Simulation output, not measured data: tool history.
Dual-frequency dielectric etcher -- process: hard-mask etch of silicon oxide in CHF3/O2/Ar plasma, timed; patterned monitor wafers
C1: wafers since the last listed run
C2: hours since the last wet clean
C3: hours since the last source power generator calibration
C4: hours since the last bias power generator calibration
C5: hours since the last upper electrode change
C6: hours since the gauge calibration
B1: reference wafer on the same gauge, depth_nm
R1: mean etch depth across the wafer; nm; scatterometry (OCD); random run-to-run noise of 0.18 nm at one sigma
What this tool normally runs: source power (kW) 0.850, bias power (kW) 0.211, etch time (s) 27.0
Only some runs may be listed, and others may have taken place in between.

{"run": 1, "hour": 0.0, "source power (kW)": 0.85, "bias power (kW)": 0.181, "etch time (s)": 25.0, "C1": 0, "C2": 599.2, "C3": 3517.6, "C4": 2489.2, "C5": 3276.2, "C6": 150.3, "B1": 72.6, "R1": 56.6}
{"hour": 134.5, "done": "wet clean of the chamber"}
{"run": 2, "hour": 143.0, "source power (kW)": 0.85, "bias power (kW)": 0.211, "etch time (s)": 27.0, "C1": 1333, "C2": 8.5, "C3": 3660.6, "C4": 2632.2, "C5": 3419.2, "C6": 293.3, "B1": 72.7, "R1": 63.8}
{"run": 3, "hour": 195.5, "source power (kW)": 0.85, "bias power (kW)": 0.211, "etch time (s)": 27.0, "C1": 588, "C2": 61.0, "C3": 3713.1, "C4": 2684.7, "C5": 3471.7, "C6": 345.8, "B1": 72.5, "R1": 64.1}
{"run": 4, "hour": 259.9, "source power (kW)": 0.85, "bias power (kW)": 0.186, "etch time (s)": 30.5, "C1": 721, "C2": 125.4, "C3": 3777.5, "C4": 2749.1, "C5": 3536.1, "C6": 410.2, "B1": 72.5, "R1": 68.8}
{"run": 5, "hour": 292.7, "source power (kW)": 0.85, "bias power (kW)": 0.186, "etch time (s)": 30.5, "C1": 367, "C2": 158.2, "C3": 3810.3, "C4": 2781.9, "C5": 3568.9, "C6": 443.0, "B1": 72.6, "R1": 68.6}
{"run": 6, "hour": 348.1, "source power (kW)": 0.85, "bias power (kW)": 0.225, "etch time (s)": 27.0, "C1": 620, "C2": 213.6, "C3": 3865.7, "C4": 2837.3, "C5": 3624.3, "C6": 498.4, "B1": 72.7, "R1": 66.1}
{"run": 7, "hour": 405.2, "source power (kW)": 0.85, "bias power (kW)": 0.225, "etch time (s)": 27.0, "C1": 639, "C2": 270.7, "C3": 3922.8, "C4": 2894.4, "C5": 3681.4, "C6": 555.5, "B1": 72.6, "R1": 65.8}
{"run": 8, "hour": 440.0, "source power (kW)": 0.85, "bias power (kW)": 0.225, "etch time (s)": 27.0, "C1": 389, "C2": 305.5, "C3": 3957.6, "C4": 2929.2, "C5": 3716.2, "C6": 590.3, "B1": 72.6, "R1": 66.3}
{"hour": 480.5, "done": "bias power generator calibrated"}
{"run": 9, "hour": 502.3, "source power (kW)": 0.85, "bias power (kW)": 0.211, "etch time (s)": 27.0, "C1": 653, "C2": 367.8, "C3": 4019.9, "C4": 21.8, "C5": 3778.5, "C6": 652.6, "B1": 72.6, "R1": 64.1}
{"run": 10, "hour": 553.6, "source power (kW)": 0.85, "bias power (kW)": 0.211, "etch time (s)": 27.0, "C1": 574, "C2": 419.1, "C3": 4071.2, "C4": 73.1, "C5": 3829.8, "C6": 703.9, "B1": 72.6, "R1": 64.8}
{"run": 11, "hour": 616.0, "source power (kW)": 0.85, "bias power (kW)": 0.211, "etch time (s)": 27.0, "C1": 699, "C2": 481.5, "C3": 4133.6, "C4": 135.5, "C5": 3892.2, "C6": 766.3, "B1": 72.6, "R1": 64.6}
{"run": 12, "hour": 658.4, "source power (kW)": 0.85, "bias power (kW)": 0.211, "etch time (s)": 28.5, "C1": 475, "C2": 523.9, "C3": 4176.0, "C4": 177.9, "C5": 3934.6, "C6": 808.7, "B1": 72.6, "R1": 68.0}
{"hour": 707.8, "done": "gauge calibrated"}
{"run": 13, "hour": 710.7, "source power (kW)": 0.7, "bias power (kW)": 0.241, "etch time (s)": 33.0, "C1": 585, "C2": 576.2, "C3": 4228.3, "C4": 230.2, "C5": 3986.9, "C6": 2.9, "B1": 72.6, "R1": 76.3}
{"hour": 765.6, "done": "upper electrode replaced"}
{"run": 14, "hour": 770.0, "source power (kW)": 0.85, "bias power (kW)": 0.177, "etch time (s)": 35.0, "C1": 395, "C2": 635.5, "C3": 4287.6, "C4": 289.5, "C5": 4.4, "C6": 62.2, "B1": 72.6, "R1": 78.3}
{"run": 15, "hour": 827.5, "source power (kW)": 0.74, "bias power (kW)": 0.178, "etch time (s)": 24.0, "C1": 644, "C2": 693.0, "C3": 4345.1, "C4": 347.0, "C5": 61.9, "C6": 119.7, "B1": 72.6, "R1": 50.1}
{"hour": 855.3, "done": "source power generator calibrated"}
{"hour": 863.5, "done": "wet clean of the chamber"}
{"run": 16, "hour": 879.9, "source power (kW)": 0.85, "bias power (kW)": 0.211, "etch time (s)": 27.0, "C1": 450, "C2": 16.4, "C3": 24.6, "C4": 399.4, "C5": 114.3, "C6": 172.1, "B1": 72.6, "R1": 63.7}
{"run": 17, "hour": 942.9, "source power (kW)": 0.7, "bias power (kW)": 0.159, "etch time (s)": 24.0, "C1": 705, "C2": 79.4, "C3": 87.6, "C4": 462.4, "C5": 177.3, "C6": 235.1, "B1": 72.6, "R1": 45.7}
{"run": 18, "hour": 969.5, "source power (kW)": 0.69, "bias power (kW)": 0.176, "etch time (s)": 20.5, "C1": 298, "C2": 106.0, "C3": 114.2, "C4": 489.0, "C5": 203.9, "C6": 261.7, "B1": 72.6, "R1": 40.7}
{"run": 19, "hour": 1085.8, "source power (kW)": 0.73, "bias power (kW)": 0.261, "etch time (s)": 27.0, "C1": 1303, "C2": 222.3, "C3": 230.5, "C4": 605.3, "C5": 320.2, "C6": 378.0, "B1": 72.6, "R1": 65.3}
{"run": 20, "hour": 1121.7, "source power (kW)": 0.77, "bias power (kW)": 0.175, "etch time (s)": 29.5, "C1": 402, "C2": 258.2, "C3": 266.4, "C4": 641.2, "C5": 356.1, "C6": 413.9, "B1": 72.6, "R1": 61.7}
{"run": 21, "hour": 1183.8, "source power (kW)": 0.95, "bias power (kW)": 0.229, "etch time (s)": 30.0, "C1": 695, "C2": 320.3, "C3": 328.5, "C4": 703.3, "C5": 418.2, "C6": 476.0, "B1": 72.6, "R1": 77.8}
{"run": 22, "hour": 1216.5, "source power (kW)": 0.72, "bias power (kW)": 0.211, "etch time (s)": 27.0, "C1": 366, "C2": 353.0, "C3": 361.2, "C4": 736.0, "C5": 450.9, "C6": 508.7, "B1": 72.6, "R1": 59.2}
{"run": 23, "hour": 1287.0, "source power (kW)": 0.76, "bias power (kW)": 0.211, "etch time (s)": 27.0, "C1": 789, "C2": 423.5, "C3": 431.7, "C4": 806.5, "C5": 521.4, "C6": 579.2, "B1": 72.6, "R1": 61.0}
{"run": 24, "hour": 1313.6, "source power (kW)": 0.85, "bias power (kW)": 0.211, "etch time (s)": 27.0, "C1": 298, "C2": 450.1, "C3": 458.3, "C4": 833.1, "C5": 548.0, "C6": 605.8, "B1": 72.6, "R1": 64.8}

Describe how what the log doesn't record of the tool's condition differs between the last listed run preceding each entry between runs and the first listed run following it.
Runs 1 to 2: wet clean of the chamber (hour 134.5)
  etch rate over this chamber's usual, %: 1.5 -> -0.143
  measured value less the no-hidden-state value, R1: +0.8 -> -0.1 nm
Runs 8 to 9: bias power generator calibrated (hour 480.5)
  etch rate over this chamber's usual, %: 0.596 -> 0.751
  measured value less the no-hidden-state value, R1: +0.4 -> +0.4 nm
Runs 12 to 13: gauge calibrated (hour 707.8)
  etch rate over this chamber's usual, %: 1.14 -> 1.27
  measured value less the no-hidden-state value, R1: +0.8 -> +0.9 nm
Runs 13 to 14: upper electrode replaced (hour 765.6)
  etch rate over this chamber's usual, %: 1.27 -> 1.42
  measured value less the no-hidden-state value, R1: +0.9 -> +1.1 nm
Runs 15 to 16: source power generator calibrated (hour 855.3); wet clean of the chamber (hour 863.5)
  etch rate over this chamber's usual, %: 1.56 -> -0.0488
  measured value less the no-hidden-state value, R1: +0.8 -> +0.0 nm
